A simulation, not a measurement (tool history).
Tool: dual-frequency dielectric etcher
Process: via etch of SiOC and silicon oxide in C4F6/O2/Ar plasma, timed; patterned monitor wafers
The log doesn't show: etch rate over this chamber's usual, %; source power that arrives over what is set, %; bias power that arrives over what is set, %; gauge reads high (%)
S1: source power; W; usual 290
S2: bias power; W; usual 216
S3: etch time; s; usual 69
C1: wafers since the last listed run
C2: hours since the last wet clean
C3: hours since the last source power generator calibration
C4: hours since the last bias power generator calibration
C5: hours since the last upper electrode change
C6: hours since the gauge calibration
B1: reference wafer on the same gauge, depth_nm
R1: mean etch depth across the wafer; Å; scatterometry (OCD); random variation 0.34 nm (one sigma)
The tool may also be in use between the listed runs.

| run | hour | S1 | S2 | S3 | C1 | C2 | C3 | C4 | C5 | C6 | B1 | R1 |
|---|---|---|---|---|---|---|---|---|---|---|---|---|
| 1 | 0 | 290 | 216 | 69 | 0 | 313.6 | 4613.7 | 70 | 28.1 | 844.9 | 73.1 | 687 |
|  | 29.2 | source power generator calibrated |
|  | 36.3 | wet clean of the chamber |
| 2 | 36.8 | 290 | 216 | 59.5 | 237 | 0.5 | 7.6 | 106.8 | 64.9 | 881.7 | 73 | 616 |
| 3 | 45 | 290 | 216 | 59.5 | 76 | 8.7 | 15.8 | 115 | 73.1 | 889.9 | 73 | 618 |
| 4 | 99.8 | 290 | 216 | 59.5 | 507 | 63.5 | 70.6 | 169.8 | 127.9 | 944.7 | 73 | 613 |
| 5 | 133.5 | 330 | 216 | 69 | 312 | 97.2 | 104.3 | 203.5 | 161.6 | 978.4 | 73.1 | 746 |
| 6 | 154.6 | 330 | 216 | 69 | 195 | 118.3 | 125.4 | 224.6 | 182.7 | 999.5 | 73 | 747 |
| 7 | 188 | 290 | 261 | 81 | 309 | 151.7 | 158.8 | 258 | 216.1 | 1032.9 | 73.1 | 886 |
| 8 | 219.6 | 290 | 243 | 54.5 | 292 | 183.3 | 190.4 | 289.6 | 247.7 | 1064.5 | 73 | 582 |
|  | 241.7 | gauge calibrated |
| 9 | 245.4 | 220 | 216 | 78 | 239 | 209.1 | 216.2 | 315.4 | 273.5 | 3.7 | 73 | 698 |
| 10 | 275 | 290 | 177 | 69 | 274 | 238.7 | 245.8 | 345 | 303.1 | 33.3 | 73.2 | 644 |
| 11 | 292.5 | 290 | 177 | 69 | 162 | 256.2 | 263.3 | 362.5 | 320.6 | 50.8 | 73.1 | 645 |
| 12 | 309.9 | 240 | 216 | 69 | 161 | 273.6 | 280.7 | 379.9 | 338 | 68.2 | 73.1 | 645 |
| 13 | 335.3 | 340 | 216 | 62.5 | 235 | 299 | 306.1 | 405.3 | 363.4 | 93.6 | 73.1 | 678 |
| 14 | 365.7 | 290 | 188 | 69 | 281 | 329.4 | 336.5 | 435.7 | 393.8 | 124 | 73.2 | 659 |
|  | 415.2 | wet clean of the chamber |
| 15 | 415.7 | 350 | 234 | 69 | 240 | 0.5 | 386.5 | 485.7 | 443.8 | 174 | 73.1 | 791 |
| 16 | 421.8 | 310 | 269 | 69 | 56 | 6.6 | 392.6 | 491.8 | 449.9 | 180.1 | 73.1 | 792 |
| 17 | 437.9 | 290 | 216 | 84 | 149 | 22.7 | 408.7 | 507.9 | 466 | 196.2 | 73.1 | 859 |
| 18 | 495 | 350 | 191 | 77 | 529 | 79.8 | 465.8 | 565 | 523.1 | 253.3 | 73.1 | 811 |
| 19 | 515.2 | 330 | 216 | 69 | 187 | 100 | 486 | 585.2 | 543.3 | 273.5 | 73.1 | 741 |
| 20 | 545.8 | 340 | 173 | 69 | 283 | 130.6 | 516.6 | 615.8 | 573.9 | 304.1 | 73 | 689 |
| 21 | 577.8 | 290 | 216 | 69 | 296 | 162.6 | 548.6 | 647.8 | 605.9 | 336.1 | 73 | 706 |
| 22 | 594.2 | 330 | 216 | 87 | 152 | 179 | 565 | 664.2 | 622.3 | 352.5 | 73.2 | 927 |
| 23 | 626.5 | 290 | 172 | 69 | 299 | 211.3 | 597.3 | 696.5 | 654.6 | 384.8 | 73.1 | 638 |
| 24 | 644.7 | 230 | 179 | 49 | 168 | 229.5 | 615.5 | 714.7 | 672.8 | 403 | 73.1 | 414 |
| 25 | 656.9 | 250 | 216 | 69 | 113 | 241.7 | 627.7 | 726.9 | 685 | 415.2 | 73 | 650 |
| 26 | 692.4 | 290 | 216 | 69 | 329 | 277.2 | 663.2 | 762.4 | 720.5 | 450.7 | 73.1 | 694 |
| 27 | 709.8 | 230 | 177 | 55.5 | 161 | 294.6 | 680.6 | 779.8 | 737.9 | 468.1 | 73.2 | 469 |
| 28 | 741.5 | 290 | 243 | 54.5 | 293 | 326.3 | 712.3 | 811.5 | 769.6 | 499.8 | 73 | 566 |
| 29 | 754.4 | 250 | 264 | 79.5 | 119 | 339.2 | 725.2 | 824.4 | 782.5 | 512.7 | 73.1 | 811 |

5 ways to go on from here, each from the tool as it stands after run 29. What would each give?
| A | 754.8 | 290 | 266 | 69 | 3 | 339.6 | 725.6 | 824.8 | 782.9 | 513.1 | ? | ? |
| B | 754.8 | 290 | 216 | 76 | 3 | 339.6 | 725.6 | 824.8 | 782.9 | 513.1 | ? | ? |
| C | 754.8 | 220 | 216 | 69 | 3 | 339.6 | 725.6 | 824.8 | 782.9 | 513.1 | ? | ? |
| D | 754.8 | 290 | 216 | 89 | 3 | 339.6 | 725.6 | 824.8 | 782.9 | 513.1 | ? | ? |
| E | 754.8 | 360 | 264 | 69 | 3 | 339.6 | 725.6 | 824.8 | 782.9 | 513.1 | ? | ? |

| run | B1 | R1 |
|---|---|---|
| A | 73.2 | 748 |
| B | 73.2 | 760 |
| C | 73.2 | 609 |
| D | 73.2 | 890 |
| E | 73.2 | 818 |
Without the tool's hidden state the same runs would have given:
| run | R1 |
|---|---|
| A | 776 |
| B | 788 |
| C | 632 |
| D | 923 |
| E | 849 |
